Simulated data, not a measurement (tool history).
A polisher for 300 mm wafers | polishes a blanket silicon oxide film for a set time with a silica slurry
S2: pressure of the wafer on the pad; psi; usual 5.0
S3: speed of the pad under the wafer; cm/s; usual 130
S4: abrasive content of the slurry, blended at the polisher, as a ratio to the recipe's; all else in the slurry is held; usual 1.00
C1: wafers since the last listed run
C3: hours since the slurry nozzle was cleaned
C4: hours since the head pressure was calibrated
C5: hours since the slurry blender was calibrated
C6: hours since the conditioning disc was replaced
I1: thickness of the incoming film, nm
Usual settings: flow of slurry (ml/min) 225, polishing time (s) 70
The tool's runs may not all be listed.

run 1 hour=0.0 | flow_of_slurry_(ml/min)=225 S2=6.0 S3=130 S4=1.00 polishing_time_(s)=70 | C1=0 wafers_polished_on_this_pad=847 C3=18.2 C4=224.0 C5=450.1 C6=417.0 | I1=879.5 | film_removed_(angstrom)=3757
run 2 hour=38.8 | flow_of_slurry_(ml/min)=225 S2=5.0 S3=130 S4=1.00 polishing_time_(s)=70 | C1=211 wafers_polished_on_this_pad=1058 C3=57.0 C4=262.8 C5=488.9 C6=455.8 | I1=879.8 | film_removed_(angstrom)=3091
-- hour=82.5 slurry blender recalibrated
run 3 hour=115.4 | flow_of_slurry_(ml/min)=225 S2=5.0 S3=130 S4=1.00 polishing_time_(s)=70 | C1=406 wafers_polished_on_this_pad=1464 C3=133.6 C4=339.4 C5=32.9 C6=532.4 | I1=870.4 | film_removed_(angstrom)=3101
-- hour=118.3 conditioning disc replaced and pad reconditioned
run 4 hour=159.4 | flow_of_slurry_(ml/min)=225 S2=5.0 S3=130 S4=1.00 polishing_time_(s)=70 | C1=228 wafers_polished_on_this_pad=1693 C3=177.6 C4=383.4 C5=76.9 C6=41.1 | I1=873.6 | film_removed_(angstrom)=3076
run 5 hour=213.1 | flow_of_slurry_(ml/min)=225 S2=5.0 S3=130 S4=1.00 polishing_time_(s)=70 | C1=292 wafers_polished_on_this_pad=1985 C3=231.3 C4=437.1 C5=130.6 C6=94.8 | I1=882.6 | film_removed_(angstrom)=3057
run 6 hour=276.3 | flow_of_slurry_(ml/min)=250 S2=5.0 S3=130 S4=1.00 polishing_time_(s)=70 | C1=344 wafers_polished_on_this_pad=2329 C3=294.5 C4=500.3 C5=193.8 C6=158.0 | I1=871.8 | film_removed_(angstrom)=3068
-- hour=316.7 worn pad replaced by a new one
run 7 hour=342.9 | flow_of_slurry_(ml/min)=225 S2=5.0 S3=110 S4=1.00 polishing_time_(s)=70 | C1=340 wafers_polished_on_this_pad=142 C3=361.1 C4=566.9 C5=260.4 C6=224.6 | I1=870.4 | film_removed_(angstrom)=2804
run 8 hour=392.6 | flow_of_slurry_(ml/min)=225 S2=5.0 S3=110 S4=1.00 polishing_time_(s)=70 | C1=270 wafers_polished_on_this_pad=413 C3=410.8 C4=616.6 C5=310.1 C6=274.3 | I1=860.2 | film_removed_(angstrom)=2760
-- hour=446.5 head pressure recalibrated
run 9 hour=447.4 | flow_of_slurry_(ml/min)=225 S2=5.0 S3=110 S4=1.00 polishing_time_(s)=70 | C1=287 wafers_polished_on_this_pad=700 C3=465.6 C4=0.9 C5=364.9 C6=329.1 | I1=870.3 | film_removed_(angstrom)=2764
-- hour=498.2 slurry blender recalibrated
-- hour=532.5 conditioning disc replaced and pad reconditioned
run 10 hour=533.8 | flow_of_slurry_(ml/min)=225 S2=5.0 S3=130 S4=1.00 polishing_time_(s)=70 | C1=448 wafers_polished_on_this_pad=1149 C3=552.0 C4=87.3 C5=35.6 C6=1.3 | I1=888.1 | film_removed_(angstrom)=3125
-- hour=566.4 slurry nozzle cleaned
run 11 hour=603.9 | flow_of_slurry_(ml/min)=225 S2=5.0 S3=130 S4=1.00 polishing_time_(s)=70 | C1=376 wafers_polished_on_this_pad=1525 C3=37.5 C4=157.4 C5=105.7 C6=71.4 | I1=864.1 | film_removed_(angstrom)=3118
run 12 hour=654.9 | flow_of_slurry_(ml/min)=280 S2=5.7 S3=130 S4=1.00 polishing_time_(s)=70 | C1=277 wafers_polished_on_this_pad=1803 C3=88.5 C4=208.4 C5=156.7 C6=122.4 | I1=881.6 | film_removed_(angstrom)=3605
-- hour=759.8 worn pad replaced by a new one
-- hour=956.6 head pressure recalibrated
run 13 hour=962.3 | flow_of_slurry_(ml/min)=225 S2=5.0 S3=130 S4=1.00 polishing_time_(s)=70 | C1=1641 wafers_polished_on_this_pad=1091 C3=395.9 C4=5.7 C5=464.1 C6=429.8 | I1=871.0 | film_removed_(angstrom)=3154
-- hour=1008.4 slurry blender recalibrated
run 14 hour=1041.0 | flow_of_slurry_(ml/min)=225 S2=5.0 S3=130 S4=0.85 polishing_time_(s)=70 | C1=417 wafers_polished_on_this_pad=1509 C3=474.6 C4=84.4 C5=32.6 C6=508.5 | I1=871.9 | film_removed_(angstrom)=2937
-- hour=1045.1 conditioning disc replaced and pad reconditioned
run 15 hour=1132.3 | flow_of_slurry_(ml/min)=295 S2=5.0 S3=130 S4=0.75 polishing_time_(s)=70 | C1=486 wafers_polished_on_this_pad=1995 C3=565.9 C4=175.7 C5=123.9 C6=87.2 | I1=874.0 | film_removed_(angstrom)=2868
-- hour=1165.8 slurry nozzle cleaned
-- hour=1216.5 worn pad replaced by a new one
run 16 hour=1217.0 | flow_of_slurry_(ml/min)=260 S2=5.5 S3=152 S4=0.80 polishing_time_(s)=70 | C1=433 wafers_polished_on_this_pad=2 C3=51.2 C4=260.4 C5=208.6 C6=171.9 | I1=856.8 | film_removed_(angstrom)=3740
run 17 hour=1311.7 | flow_of_slurry_(ml/min)=195 S2=6.3 S3=158 S4=1.00 polishing_time_(s)=85 | C1=515 wafers_polished_on_this_pad=518 C3=145.9 C4=355.1 C5=303.3 C6=266.6 | I1=881.9 | film_removed_(angstrom)=5474
run 18 hour=1419.1 | flow_of_slurry_(ml/min)=260 S2=5.5 S3=152 S4=0.80 polishing_time_(s)=70 | C1=584 wafers_polished_on_this_pad=1102 C3=253.3 C4=462.5 C5=410.7 C6=374.0 | I1=873.1 | film_removed_(angstrom)=3671
-- hour=1472.7 slurry blender recalibrated
run 19 hour=1517.4 | flow_of_slurry_(ml/min)=265 S2=5.0 S3=130 S4=1.30 polishing_time_(s)=70 | C1=524 wafers_polished_on_this_pad=1627 C3=351.6 C4=560.8 C5=44.7 C6=472.3 | I1=871.1 | film_removed_(angstrom)=3436
run 20 hour=1565.6 | flow_of_slurry_(ml/min)=225 S2=5.0 S3=130 S4=1.00 polishing_time_(s)=70 | C1=262 wafers_polished_on_this_pad=1889 C3=399.8 C4=609.0 C5=92.9 C6=520.5 | I1=882.6 | film_removed_(angstrom)=3018
-- hour=1575.6 conditioning disc replaced and pad reconditioned
-- hour=1618.6 worn pad replaced by a new one
-- hour=1632.6 head pressure recalibrated
run 21 hour=1669.7 | flow_of_slurry_(ml/min)=300 S2=4.0 S3=130 S4=1.15 polishing_time_(s)=93 | C1=523 wafers_polished_on_this_pad=267 C3=503.9 C4=37.1 C5=197.0 C6=94.1 | I1=888.0 | film_removed_(angstrom)=3667
-- hour=1743.9 slurry nozzle cleaned
run 22 hour=1923.5 | flow_of_slurry_(ml/min)=190 S2=3.6 S3=118 S4=1.00 polishing_time_(s)=59 | C1=1376 wafers_polished_on_this_pad=1644 C3=179.6 C4=290.9 C5=450.8 C6=347.9 | I1=882.2 | film_removed_(angstrom)=1702
-- hour=1947.3 slurry blender recalibrated
run 23 hour=1964.2 | flow_of_slurry_(ml/min)=225 S2=5.0 S3=130 S4=1.00 polishing_time_(s)=70 | C1=210 wafers_polished_on_this_pad=1854 C3=220.3 C4=331.6 C5=16.9 C6=388.6 | I1=867.8 | film_removed_(angstrom)=3101
run 24 hour=2007.1 | flow_of_slurry_(ml/min)=225 S2=5.7 S3=118 S4=0.80 polishing_time_(s)=78 | C1=233 wafers_polished_on_this_pad=2088 C3=263.2 C4=374.5 C5=59.8 C6=431.5 | I1=866.0 | film_removed_(angstrom)=3352
-- hour=2030.4 worn pad replaced by a new one
-- hour=2034.0 conditioning disc replaced and pad reconditioned
run 25 hour=2057.6 | flow_of_slurry_(ml/min)=225 S2=5.0 S3=130 S4=1.00 polishing_time_(s)=70 | C1=242 wafers_polished_on_this_pad=137 C3=313.7 C4=425.0 C5=110.3 C6=23.6 | I1=867.2 | film_removed_(angstrom)=3232

Forecast each of these 4 alternatives for the next run:
run A hour=2058.0 | flow_of_slurry_(ml/min)=225 S2=5.0 S3=130 S4=1.00 polishing_time_(s)=54 | C1=2 wafers_polished_on_this_pad=139 C3=314.1 C4=425.4 C5=110.7 C6=24.0 | I1=869.1 | film_removed_(angstrom)=?
run B hour=2058.0 | flow_of_slurry_(ml/min)=225 S2=6.7 S3=110 S4=1.00 polishing_time_(s)=70 | C1=2 wafers_polished_on_this_pad=139 C3=314.1 C4=425.4 C5=110.7 C6=24.0 | I1=869.1 | film_removed_(angstrom)=?
run C hour=2058.0 | flow_of_slurry_(ml/min)=180 S2=6.1 S3=130 S4=0.75 polishing_time_(s)=92 | C1=2 wafers_polished_on_this_pad=139 C3=314.1 C4=425.4 C5=110.7 C6=24.0 | I1=869.1 | film_removed_(angstrom)=?
run D hour=2058.0 | flow_of_slurry_(ml/min)=225 S2=5.6 S3=130 S4=1.20 polishing_time_(s)=90 | C1=2 wafers_polished_on_this_pad=139 C3=314.1 C4=425.4 C5=110.7 C6=24.0 | I1=869.1 | film_removed_(angstrom)=?

run=A film_removed_(angstrom)=2459
run=B film_removed_(angstrom)=3746
run=C film_removed_(angstrom)=4509
run=D film_removed_(angstrom)=4862
Without the tool's hidden state the same runs would have given:
run=A film_removed_(angstrom)=2469
run=B film_removed_(angstrom)=3761
run=C film_removed_(angstrom)=4527
run=D film_removed_(angstrom)=4881
